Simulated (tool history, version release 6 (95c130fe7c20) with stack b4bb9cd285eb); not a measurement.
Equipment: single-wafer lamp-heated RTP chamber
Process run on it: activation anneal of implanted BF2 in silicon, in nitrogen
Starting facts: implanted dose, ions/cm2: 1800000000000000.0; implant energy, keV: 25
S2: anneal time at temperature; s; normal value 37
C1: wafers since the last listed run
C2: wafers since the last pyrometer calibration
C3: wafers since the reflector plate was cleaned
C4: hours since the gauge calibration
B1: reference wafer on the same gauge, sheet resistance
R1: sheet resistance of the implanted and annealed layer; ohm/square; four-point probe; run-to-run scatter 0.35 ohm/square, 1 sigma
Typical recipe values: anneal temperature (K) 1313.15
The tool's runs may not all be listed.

Run 1, day 0: usual settings; C1 0; C2 2224; C3 10331; C4 5.8; B1 117.85. Result: R1 110.57 ohm/square.
Run 2, day 1.288: usual settings; C1 398; C2 2623; C3 10730; C4 36.7; B1 117.6. Result: R1 109.62 ohm/square.
Run 3, day 1.938: usual settings; C1 201; C2 2824; C3 10931; C4 52.3; B1 117.42. Result: R1 110.32 ohm/square.
Run 4, day 3.092: usual settings; C1 357; C2 3181; C3 11288; C4 80; B1 117.18. Result: R1 109.73 ohm/square.
Run 5, day 4.004: usual settings but S2 50 s; C1 282; C2 3463; C3 11571; C4 101.9; B1 117.11. Result: R1 103 ohm/square.
Run 6, day 5.5: usual settings but anneal temperature (K) 1320.15, S2 52 s; C1 462; C2 3926; C3 12034; C4 137.8; B1 117.03. Result: R1 96.99 ohm/square.
Run 7, day 6.896: usual settings but anneal temperature (K) 1320.15, S2 52 s; C1 431; C2 4358; C3 12466; C4 171.3; B1 116.79. Result: R1 96.24 ohm/square.
Run 8, day 8.233: usual settings; C1 413; C2 4772; C3 12879; C4 203.4; B1 116.84. Result: R1 108.63 ohm/square.
Run 9, day 9.108: usual settings but anneal temperature (K) 1283.15, S2 47 s; C1 270; C2 5043; C3 13150; C4 224.4; B1 116.71. Result: R1 129.89 ohm/square.
Run 10, day 10.196: usual settings but anneal temperature (K) 1302.15; C1 336; C2 5380; C3 13487; C4 250.5; B1 116.71. Result: R1 118.84 ohm/square.
At day 10.654: pyrometer window cleaned and pyrometer calibrated.
Run 11, day 10.804: usual settings; C1 85; C2 46; C3 13572; C4 265.1; B1 116.67. Result: R1 109.1 ohm/square.
At day 11.35: gauge calibrated.
Run 12, day 12.058: usual settings but anneal temperature (K) 1342.15; C1 388; C2 434; C3 13960; C4 17; B1 117.85. Result: R1 90.53 ohm/square.
Run 13, day 12.925: usual settings but anneal temperature (K) 1304.15; C1 268; C2 702; C3 14228; C4 37.8; B1 117.6. Result: R1 117.35 ohm/square.
At day 13.371: reflector plate cleaned.
Run 14, day 13.429: usual settings but S2 51 s; C1 52; C2 755; C3 17; C4 49.9; B1 117.63. Result: R1 102.4 ohm/square.
Run 15, day 14.533: usual settings but anneal temperature (K) 1303.15, S2 30 s; C1 341; C2 1097; C3 359; C4 76.4; B1 117.41. Result: R1 122.05 ohm/square.
Run 16, day 15.629: usual settings but anneal temperature (K) 1299.15, S2 52 s; C1 339; C2 1436; C3 698; C4 102.7; B1 117.21. Result: R1 113 ohm/square.
Run 17, day 16.921: usual settings but anneal temperature (K) 1327.15, S2 31 s; C1 399; C2 1835; C3 1098; C4 133.7; B1 116.9. Result: R1 102.65 ohm/square.

Alternative continuations, all from the tool just after run 17; predict every row:
Run A, day 16.938: usual settings but anneal temperature (K) 1325.15; C1 5; C2 1841; C3 1103; C4 134.1; B1 ?. Result: R1 ?.
Run B, day 16.938: usual settings but anneal temperature (K) 1286.15, S2 20 s; C1 5; C2 1841; C3 1103; C4 134.1; B1 ?. Result: R1 ?.
Run C, day 16.938: usual settings but anneal temperature (K) 1335.15, S2 47 s; C1 5; C2 1841; C3 1103; C4 134.1; B1 ?. Result: R1 ?.
Run D, day 16.938: usual settings but anneal temperature (K) 1329.15, S2 48 s; C1 5; C2 1841; C3 1103; C4 134.1; B1 ?. Result: R1 ?.
Run E, day 16.938: usual settings but anneal temperature (K) 1289.15, S2 15 s; C1 5; C2 1841; C3 1103; C4 134.1; B1 ?. Result: R1 ?.

run      B1      R1
  A  117.11  100.79
  B  117.11  149.11
  C  117.11   89.81
  D  117.11   92.94
  E  117.11  152.53
Stripped of hidden state, with their random variation kept, the same runs would have yielded:
run      R1
  A  101.57
  B  150.25
  C    90.5
  D   93.66
  E   153.7
